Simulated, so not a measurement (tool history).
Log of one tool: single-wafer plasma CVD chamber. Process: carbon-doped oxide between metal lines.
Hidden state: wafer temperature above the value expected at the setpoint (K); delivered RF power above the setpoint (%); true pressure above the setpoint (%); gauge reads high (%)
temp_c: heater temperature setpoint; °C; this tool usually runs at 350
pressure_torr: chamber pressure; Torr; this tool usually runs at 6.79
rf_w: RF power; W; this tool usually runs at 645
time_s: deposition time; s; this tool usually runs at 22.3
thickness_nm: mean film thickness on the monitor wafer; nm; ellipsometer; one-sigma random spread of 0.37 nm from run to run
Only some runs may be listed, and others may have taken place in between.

run	hour	temp_c	pressure_torr	rf_w	time_s	wafers since the last listed run	hours since the last thermocouple change	hours since the last RF generator calibration	hours since the last manometer calibration	hours since the showerhead was replaced	hours since the gauge calibration	read-back reference wafer on the same gauge, thickness_nm	thickness_nm
1	0.0	350	6.79	645	19.3	0	2371.2	1867.6	1573.1	7062.6	173.9	150.884	119.429
2	31.8	350	6.79	645	19.3	694	2403.0	1899.4	1604.9	7094.4	205.7	150.948	119.698
3	48.7	350	6.79	645	19.3	368	2419.9	1916.3	1621.8	7111.3	222.6	150.981	118.576
4	64.8	350	6.79	645	22.3	351	2436.0	1932.4	1637.9	7127.4	238.7	151.033	137.573
5	95.6	350	6.79	645	22.3	672	2466.8	1963.2	1668.7	7158.2	269.5	151.071	137.661
6	128.6	350	6.79	645	22.3	720	2499.8	1996.2	1701.7	7191.2	302.5	150.818	137.385
7	142.3	350	5.50	550	22.3	299	2513.5	2009.9	1715.4	7204.9	316.2	150.898	120.901
8	173.6	350	5.50	550	22.3	683	2544.8	2041.2	1746.7	7236.2	347.5	150.971	120.539
# hour 195.7: gauge calibrated
9	208.3	350	5.50	550	22.3	757	2579.5	2075.9	1781.4	7270.9	12.6	150.895	120.855
10	229.2	350	6.38	645	22.3	456	2600.4	2096.8	1802.3	7291.8	33.5	151.110	136.117
11	247.7	350	6.79	730	22.3	403	2618.9	2115.3	1820.8	7310.3	52.0	150.928	148.740
# hour 262.5: thermocouple changed; heater temperature recalibrated
12	273.0	350	6.79	645	22.3	377	10.5	2140.6	1846.1	7335.6	77.3	150.975	136.447
13	303.5	341	6.34	540	22.3	665	41.0	2171.1	1876.6	7366.1	107.8	151.059	122.728
# hour 316.8: RF generator calibrated
14	321.9	350	6.79	645	19.3	227	59.4	5.1	1895.0	7384.5	126.2	151.059	115.018
15	349.6	350	6.79	645	18.8	604	87.1	32.8	1922.7	7412.2	153.9	150.881	112.030
16	367.1	350	6.79	645	20.2	381	104.6	50.3	1940.2	7429.7	171.4	151.017	119.847
# hour 386.6: showerhead replaced
# hour 392.1: RF generator calibrated, repeated, since the last time left the tool worse
# hour 399.0: capacitance manometer re-zeroed and calibrated
17	402.8	358	8.13	520	21.0	334	140.3	10.7	3.8	16.2	207.1	151.030	112.980
18	417.9	342	5.11	610	26.3	329	155.4	25.8	18.9	31.3	222.2	150.953	159.716
19	466.6	350	6.79	645	22.3	1063	204.1	74.5	67.6	80.0	270.9	151.046	141.467
20	487.5	341	8.37	645	25.7	456	225.0	95.4	88.5	100.9	291.8	151.052	167.616
21	520.9	350	6.79	645	22.3	729	258.4	128.8	121.9	134.3	325.2	151.078	141.472

3 options for the next run, each taken on its own from the tool as it stands now. Forecast them:
A	521.3	350	6.79	690	22.3	8	258.8	129.2	122.3	134.7	325.6	?	?
B	521.3	344	7.84	645	22.3	8	258.8	129.2	122.3	134.7	325.6	?	?
C	521.3	350	6.22	645	24.4	8	258.8	129.2	122.3	134.7	325.6	?	?

run	read-back reference wafer on the same gauge, thickness_nm	thickness_nm
A	151.018	147.815
B	151.018	144.314
C	151.018	153.509
Had the tool no hidden state, the same runs would have come out as:
run	thickness_nm
A	149.369
B	145.863
C	155.157
